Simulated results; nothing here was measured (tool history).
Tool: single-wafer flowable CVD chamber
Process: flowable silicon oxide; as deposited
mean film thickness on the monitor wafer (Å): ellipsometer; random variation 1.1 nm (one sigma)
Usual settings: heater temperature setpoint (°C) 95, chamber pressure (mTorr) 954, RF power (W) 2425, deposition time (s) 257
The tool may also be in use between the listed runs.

run,hour,heater temperature setpoint (°C),chamber pressure (mTorr),RF power (W),deposition time (s),"read-back reference wafer on the same gauge, thickness_nm",mean film thickness on the monitor wafer (Å)
1,0,95,954,2425,257,209.184,2201.22
2,87.9,95,954,2425,257,209.332,2194.65
# hour 138.5: RF generator calibrated
3,188.7,95,954,2425,257,208.566,2208.03
4,238,95,954,2425,257,209.231,2200.66
5,290.1,98,954,2270,257,208.824,1948.69
6,328.3,98,954,2270,257,208.881,1948.4
7,430,98,954,2270,257,208.986,1965.26
8,510.2,95,954,2425,219,208.871,1888.05
9,569.1,95,954,2425,219,208.887,1873.33
# hour 577.7: capacitance manometer re-zeroed and calibrated
# hour 663.8: showerhead replaced
10,675.1,95,954,2425,219,209.43,1859.64
11,771.1,88,954,2425,257,208.837,2765.95
12,870.5,95,954,2425,257,208.877,2197.82
13,1179,95,954,2800,257,208.93,2212.82
14,1306.9,89,954,2425,257,209.383,2717.19
15,1383.2,95,954,1955,257,209.134,2138.68
# hour 1422.4: gauge calibrated
# hour 1451.1: RF generator calibrated
16,1535.1,95,808,2425,257,208.944,1870.05
# hour 1635.2: thermocouple changed; heater temperature recalibrated
17,1635.7,95,850,2170,257,209.122,1935.52
18,1720.3,99,954,2425,257,208.658,1930.79
19,1822.4,95,954,2425,257,208.972,2208.35
20,1901.4,95,954,2425,257,209.143,2204.12
21,1968,95,954,2115,257,209.275,2147.68
22,2004.7,95,954,2425,257,209.086,2194.14
23,2081.7,95,954,2175,236,209.322,1995.43
24,2149,95,954,2425,257,208.989,2170.23
# hour 2230: capacitance manometer re-zeroed and calibrated
25,2230.5,90,845,2880,241,209.317,2219.95
26,2323.9,95,954,2425,257,209.049,2182.91
27,2410.4,95,954,2005,257,209.028,2146.51
28,2479.1,99,1154,2105,236,209.008,2077.34

Forecast each of these 4 alternatives for the next run:
A,2479.6,95,1091,2425,257,?,?
B,2479.6,109,954,2425,257,?,?
C,2479.6,95,843,2140,257,?,?
D,2479.6,90,849,2010,235,?,?

run,"read-back reference wafer on the same gauge, thickness_nm",mean film thickness on the monitor wafer (Å)
A,209.016,2505.08
B,209.016,1355.61
C,209.016,1906.56
D,209.016,2067.38
Without the tool's hidden state the same runs would have given:
run,mean film thickness on the monitor wafer (Å)
A,2505.08
B,1355.61
C,1906.56
D,2067.38
